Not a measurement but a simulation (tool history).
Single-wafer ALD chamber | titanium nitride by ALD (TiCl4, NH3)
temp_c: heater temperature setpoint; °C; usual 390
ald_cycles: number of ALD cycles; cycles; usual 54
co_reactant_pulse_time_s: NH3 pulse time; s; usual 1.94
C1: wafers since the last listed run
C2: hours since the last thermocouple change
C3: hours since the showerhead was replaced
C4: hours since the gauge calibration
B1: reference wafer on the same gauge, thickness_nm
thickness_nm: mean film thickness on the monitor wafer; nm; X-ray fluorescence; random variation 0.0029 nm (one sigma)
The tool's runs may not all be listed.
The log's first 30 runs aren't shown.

run 31 hour=667.8 | temp_c=390 ald_cycles=54 co_reactant_pulse_time_s=2.37 | C1=100 C2=293.2 C3=528.4 C4=459.9 | B1=1.193 | thickness_nm=1.165
run 32 hour=680.1 | temp_c=390 ald_cycles=44 co_reactant_pulse_time_s=2.14 | C1=79 C2=305.5 C3=540.7 C4=472.2 | B1=1.192 | thickness_nm=0.944
run 33 hour=692.5 | temp_c=390 ald_cycles=54 co_reactant_pulse_time_s=1.94 | C1=80 C2=317.9 C3=553.1 C4=484.6 | B1=1.192 | thickness_nm=1.145
run 34 hour=725.7 | temp_c=390 ald_cycles=57 co_reactant_pulse_time_s=1.94 | C1=215 C2=351.1 C3=586.3 C4=517.8 | B1=1.190 | thickness_nm=1.209
run 35 hour=757.5 | temp_c=380 ald_cycles=54 co_reactant_pulse_time_s=1.22 | C1=206 C2=382.9 C3=618.1 C4=549.6 | B1=1.189 | thickness_nm=1.054
run 36 hour=771.3 | temp_c=390 ald_cycles=54 co_reactant_pulse_time_s=1.94 | C1=89 C2=396.7 C3=631.9 C4=563.4 | B1=1.189 | thickness_nm=1.148
run 37 hour=800.3 | temp_c=390 ald_cycles=54 co_reactant_pulse_time_s=1.94 | C1=188 C2=425.7 C3=660.9 C4=592.4 | B1=1.187 | thickness_nm=1.144
run 38 hour=813.2 | temp_c=390 ald_cycles=49 co_reactant_pulse_time_s=1.94 | C1=83 C2=438.6 C3=673.8 C4=605.3 | B1=1.187 | thickness_nm=1.038
-- hour=828.3 gauge calibrated
run 39 hour=842.5 | temp_c=383 ald_cycles=54 co_reactant_pulse_time_s=2.27 | C1=190 C2=467.9 C3=703.1 C4=14.2 | B1=1.201 | thickness_nm=1.168
run 40 hour=871.0 | temp_c=377 ald_cycles=64 co_reactant_pulse_time_s=2.19 | C1=184 C2=496.4 C3=731.6 C4=42.7 | B1=1.201 | thickness_nm=1.371
run 41 hour=896.8 | temp_c=390 ald_cycles=54 co_reactant_pulse_time_s=1.94 | C1=167 C2=522.2 C3=757.4 C4=68.5 | B1=1.201 | thickness_nm=1.157

3 ways to go on from here, each from the tool as it stands after run 41. What would each give?
run A hour=897.3 | temp_c=390 ald_cycles=54 co_reactant_pulse_time_s=1.94 | C1=3 C2=522.7 C3=757.9 C4=69.0 | B1=? | thickness_nm=?
run B hour=897.3 | temp_c=390 ald_cycles=54 co_reactant_pulse_time_s=2.52 | C1=3 C2=522.7 C3=757.9 C4=69.0 | B1=? | thickness_nm=?
run C hour=897.3 | temp_c=390 ald_cycles=51 co_reactant_pulse_time_s=1.65 | C1=3 C2=522.7 C3=757.9 C4=69.0 | B1=? | thickness_nm=?

run=A B1=1.200 thickness_nm=1.160
run=B B1=1.200 thickness_nm=1.181
run=C B1=1.200 thickness_nm=1.079
Without the tool's hidden state the same runs would have given:
run=A thickness_nm=1.159
run=B thickness_nm=1.180
run=C thickness_nm=1.078
